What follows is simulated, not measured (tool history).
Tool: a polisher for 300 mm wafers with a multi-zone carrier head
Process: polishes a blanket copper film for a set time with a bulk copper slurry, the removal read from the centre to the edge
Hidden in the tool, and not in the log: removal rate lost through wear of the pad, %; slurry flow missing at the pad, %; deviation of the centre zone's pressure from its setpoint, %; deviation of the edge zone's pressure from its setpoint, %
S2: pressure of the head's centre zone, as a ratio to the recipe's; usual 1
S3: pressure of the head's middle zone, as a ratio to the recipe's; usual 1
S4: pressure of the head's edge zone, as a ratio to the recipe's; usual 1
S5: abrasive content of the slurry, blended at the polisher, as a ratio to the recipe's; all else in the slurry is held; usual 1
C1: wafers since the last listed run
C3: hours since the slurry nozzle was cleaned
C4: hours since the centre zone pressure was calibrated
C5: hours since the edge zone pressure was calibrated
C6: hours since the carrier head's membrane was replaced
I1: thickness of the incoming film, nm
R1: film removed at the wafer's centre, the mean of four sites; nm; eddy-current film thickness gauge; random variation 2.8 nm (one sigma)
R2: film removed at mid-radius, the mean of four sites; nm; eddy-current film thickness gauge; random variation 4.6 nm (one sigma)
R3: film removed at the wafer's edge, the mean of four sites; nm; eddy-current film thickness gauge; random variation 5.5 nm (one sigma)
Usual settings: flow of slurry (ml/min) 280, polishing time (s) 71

{"run": 1, "hour": 0.0, "flow of slurry (ml/min)": 280, "S2": 1, "S3": 1, "S4": 1, "S5": 1, "polishing time (s)": 71, "C1": 0, "wafers polished on this pad": 1701, "C3": 288, "C4": 185.9, "C5": 661.8, "C6": 126.5, "I1": 2415.5, "R1": 380.1, "R2": 397.8, "R3": 396.2}
{"run": 2, "hour": 48.6, "flow of slurry (ml/min)": 280, "S2": 1, "S3": 1, "S4": 1, "S5": 1, "polishing time (s)": 71, "C1": 304, "wafers polished on this pad": 2006, "C3": 336.6, "C4": 234.5, "C5": 710.4, "C6": 175.1, "I1": 2438.9, "R1": 376.6, "R2": 394.6, "R3": 380.1}
{"hour": 75.4, "done": "slurry nozzle cleaned"}
{"run": 3, "hour": 75.9, "flow of slurry (ml/min)": 280, "S2": 1, "S3": 1, "S4": 1, "S5": 1, "polishing time (s)": 71, "C1": 164, "wafers polished on this pad": 2171, "C3": 0.5, "C4": 261.8, "C5": 737.7, "C6": 202.4, "I1": 2432.5, "R1": 376.7, "R2": 389.3, "R3": 381.5}
{"run": 4, "hour": 107.3, "flow of slurry (ml/min)": 280, "S2": 0.93, "S3": 1, "S4": 1, "S5": 1, "polishing time (s)": 71, "C1": 196, "wafers polished on this pad": 2367, "C3": 31.9, "C4": 293.2, "C5": 769.1, "C6": 233.8, "I1": 2443.5, "R1": 352.6, "R2": 392.4, "R3": 386.6}
{"run": 5, "hour": 159.1, "flow of slurry (ml/min)": 280, "S2": 1, "S3": 1, "S4": 1.08, "S5": 1, "polishing time (s)": 71, "C1": 324, "wafers polished on this pad": 2692, "C3": 83.7, "C4": 345, "C5": 820.9, "C6": 285.6, "I1": 2452.5, "R1": 367.5, "R2": 388.6, "R3": 393.3}
{"hour": 166.9, "done": "worn pad replaced by a new one"}
{"run": 6, "hour": 185.0, "flow of slurry (ml/min)": 190, "S2": 1, "S3": 0.94, "S4": 1, "S5": 1, "polishing time (s)": 71, "C1": 137, "wafers polished on this pad": 113, "C3": 109.6, "C4": 370.9, "C5": 846.8, "C6": 311.5, "I1": 2428.6, "R1": 373.8, "R2": 379, "R3": 396.4}
{"run": 7, "hour": 242.3, "flow of slurry (ml/min)": 280, "S2": 1, "S3": 1, "S4": 1, "S5": 1, "polishing time (s)": 71, "C1": 359, "wafers polished on this pad": 472, "C3": 166.9, "C4": 428.2, "C5": 904.1, "C6": 368.8, "I1": 2387.9, "R1": 394.9, "R2": 412.5, "R3": 414.9}
{"run": 8, "hour": 283.7, "flow of slurry (ml/min)": 185, "S2": 1, "S3": 1, "S4": 1, "S5": 0.9, "polishing time (s)": 71, "C1": 259, "wafers polished on this pad": 732, "C3": 208.3, "C4": 469.6, "C5": 945.5, "C6": 410.2, "I1": 2437.7, "R1": 355.3, "R2": 372.4, "R3": 377.7}
{"run": 9, "hour": 330.7, "flow of slurry (ml/min)": 280, "S2": 0.91, "S3": 1, "S4": 1, "S5": 1, "polishing time (s)": 48, "C1": 294, "wafers polished on this pad": 1026, "C3": 255.3, "C4": 516.6, "C5": 992.5, "C6": 457.2, "I1": 2433.3, "R1": 244.1, "R2": 270.3, "R3": 274}
{"run": 10, "hour": 359.5, "flow of slurry (ml/min)": 350, "S2": 1, "S3": 1.05, "S4": 1.04, "S5": 1.25, "polishing time (s)": 71, "C1": 180, "wafers polished on this pad": 1207, "C3": 284.1, "C4": 545.4, "C5": 1021.3, "C6": 486, "I1": 2420.8, "R1": 420.4, "R2": 459.5, "R3": 443.9}
{"hour": 384.5, "done": "edge zone pressure recalibrated"}
{"run": 11, "hour": 415.3, "flow of slurry (ml/min)": 280, "S2": 1, "S3": 1, "S4": 1, "S5": 1, "polishing time (s)": 71, "C1": 337, "wafers polished on this pad": 1544, "C3": 339.9, "C4": 601.2, "C5": 30.8, "C6": 541.8, "I1": 2460.4, "R1": 373.5, "R2": 405.5, "R3": 400}
{"hour": 447.6, "done": "slurry nozzle cleaned"}
{"run": 12, "hour": 485.7, "flow of slurry (ml/min)": 280, "S2": 1, "S3": 1, "S4": 1, "S5": 1, "polishing time (s)": 71, "C1": 435, "wafers polished on this pad": 1979, "C3": 38.1, "C4": 671.6, "C5": 101.2, "C6": 612.2, "I1": 2455.5, "R1": 373.5, "R2": 393, "R3": 396.7}
{"hour": 530.8, "done": "worn pad replaced by a new one"}
{"run": 13, "hour": 532.7, "flow of slurry (ml/min)": 280, "S2": 0.92, "S3": 1.1, "S4": 1, "S5": 1, "polishing time (s)": 54, "C1": 269, "wafers polished on this pad": 12, "C3": 85.1, "C4": 718.6, "C5": 148.2, "C6": 659.2, "I1": 2446.4, "R1": 277.1, "R2": 343.7, "R3": 316.2}
{"run": 14, "hour": 559.5, "flow of slurry (ml/min)": 220, "S2": 1.11, "S3": 1, "S4": 0.96, "S5": 1, "polishing time (s)": 71, "C1": 168, "wafers polished on this pad": 180, "C3": 111.9, "C4": 745.4, "C5": 175, "C6": 686, "I1": 2474, "R1": 408.4, "R2": 402.4, "R3": 403}
{"hour": 584.3, "done": "centre zone pressure recalibrated"}
{"run": 15, "hour": 625.6, "flow of slurry (ml/min)": 190, "S2": 0.9, "S3": 1.05, "S4": 1, "S5": 1, "polishing time (s)": 64, "C1": 401, "wafers polished on this pad": 582, "C3": 178, "C4": 41.3, "C5": 241.1, "C6": 752.1, "I1": 2383.2, "R1": 311.5, "R2": 363.1, "R3": 347.6}
{"run": 16, "hour": 651.4, "flow of slurry (ml/min)": 280, "S2": 1, "S3": 1, "S4": 1, "S5": 1, "polishing time (s)": 71, "C1": 161, "wafers polished on this pad": 743, "C3": 203.8, "C4": 67.1, "C5": 266.9, "C6": 777.9, "I1": 2439.4, "R1": 394.8, "R2": 399, "R3": 392.2}
{"run": 17, "hour": 681.3, "flow of slurry (ml/min)": 280, "S2": 1, "S3": 0.91, "S4": 0.97, "S5": 1, "polishing time (s)": 71, "C1": 187, "wafers polished on this pad": 931, "C3": 233.7, "C4": 97, "C5": 296.8, "C6": 807.8, "I1": 2422.1, "R1": 394.4, "R2": 381.3, "R3": 392.4}
{"run": 18, "hour": 741.4, "flow of slurry (ml/min)": 280, "S2": 1.06, "S3": 1, "S4": 1.08, "S5": 1, "polishing time (s)": 71, "C1": 376, "wafers polished on this pad": 1308, "C3": 293.8, "C4": 157.1, "C5": 356.9, "C6": 867.9, "I1": 2439, "R1": 411.8, "R2": 397.7, "R3": 406.9}
{"run": 19, "hour": 768.8, "flow of slurry (ml/min)": 280, "S2": 1, "S3": 0.92, "S4": 1, "S5": 1, "polishing time (s)": 71, "C1": 171, "wafers polished on this pad": 1479, "C3": 321.2, "C4": 184.5, "C5": 384.3, "C6": 895.3, "I1": 2438.6, "R1": 386.6, "R2": 380.4, "R3": 393.5}
{"run": 20, "hour": 808.9, "flow of slurry (ml/min)": 280, "S2": 0.89, "S3": 0.97, "S4": 1, "S5": 1, "polishing time (s)": 86, "C1": 251, "wafers polished on this pad": 1731, "C3": 361.3, "C4": 224.6, "C5": 424.4, "C6": 935.4, "I1": 2445.1, "R1": 420.3, "R2": 474, "R3": 471.8}
{"hour": 919.4, "done": "slurry nozzle cleaned"}
{"hour": 944.8, "done": "worn pad replaced by a new one"}
{"run": 21, "hour": 1015.3, "flow of slurry (ml/min)": 280, "S2": 1, "S3": 1, "S4": 1, "S5": 1, "polishing time (s)": 71, "C1": 1262, "wafers polished on this pad": 441, "C3": 95.9, "C4": 431, "C5": 630.8, "C6": 1141.8, "I1": 2378.9, "R1": 395.2, "R2": 413, "R3": 405.4}
{"run": 22, "hour": 1041.5, "flow of slurry (ml/min)": 280, "S2": 1, "S3": 1, "S4": 1, "S5": 1, "polishing time (s)": 71, "C1": 164, "wafers polished on this pad": 606, "C3": 122.1, "C4": 457.2, "C5": 657, "C6": 1168, "I1": 2453.5, "R1": 390, "R2": 408.7, "R3": 407.1}

3 ways to go on from here, each from the tool as it stands after run 22. What would each give?
{"run": "A", "hour": 1041.9, "flow of slurry (ml/min)": 280, "S2": 1, "S3": 1, "S4": 1, "S5": 1, "polishing time (s)": 80, "C1": 2, "wafers polished on this pad": 608, "C3": 122.5, "C4": 457.6, "C5": 657.4, "C6": 1168.4, "I1": 2412.9, "R1": "?", "R2": "?", "R3": "?"}
{"run": "B", "hour": 1041.9, "flow of slurry (ml/min)": 195, "S2": 1.07, "S3": 1, "S4": 1, "S5": 1, "polishing time (s)": 71, "C1": 2, "wafers polished on this pad": 608, "C3": 122.5, "C4": 457.6, "C5": 657.4, "C6": 1168.4, "I1": 2412.9, "R1": "?", "R2": "?", "R3": "?"}
{"run": "C", "hour": 1041.9, "flow of slurry (ml/min)": 280, "S2": 1, "S3": 1.04, "S4": 1.12, "S5": 0.85, "polishing time (s)": 55, "C1": 2, "wafers polished on this pad": 608, "C3": 122.5, "C4": 457.6, "C5": 657.4, "C6": 1168.4, "I1": 2412.9, "R1": "?", "R2": "?", "R3": "?"}

run=A R1=440.8 R2=473.4 R3=456.5
run=B R1=389 R2=398.8 R3=389.6
run=C R1=290.2 R2=320.4 R3=313.4
Without the tool's hidden state the same runs would have given:
run=A R1=467.5 R2=483 R3=465.8
run=B R1=412.5 R2=406.9 R3=397.6
run=C R1=307.8 R2=326.9 R3=319.8

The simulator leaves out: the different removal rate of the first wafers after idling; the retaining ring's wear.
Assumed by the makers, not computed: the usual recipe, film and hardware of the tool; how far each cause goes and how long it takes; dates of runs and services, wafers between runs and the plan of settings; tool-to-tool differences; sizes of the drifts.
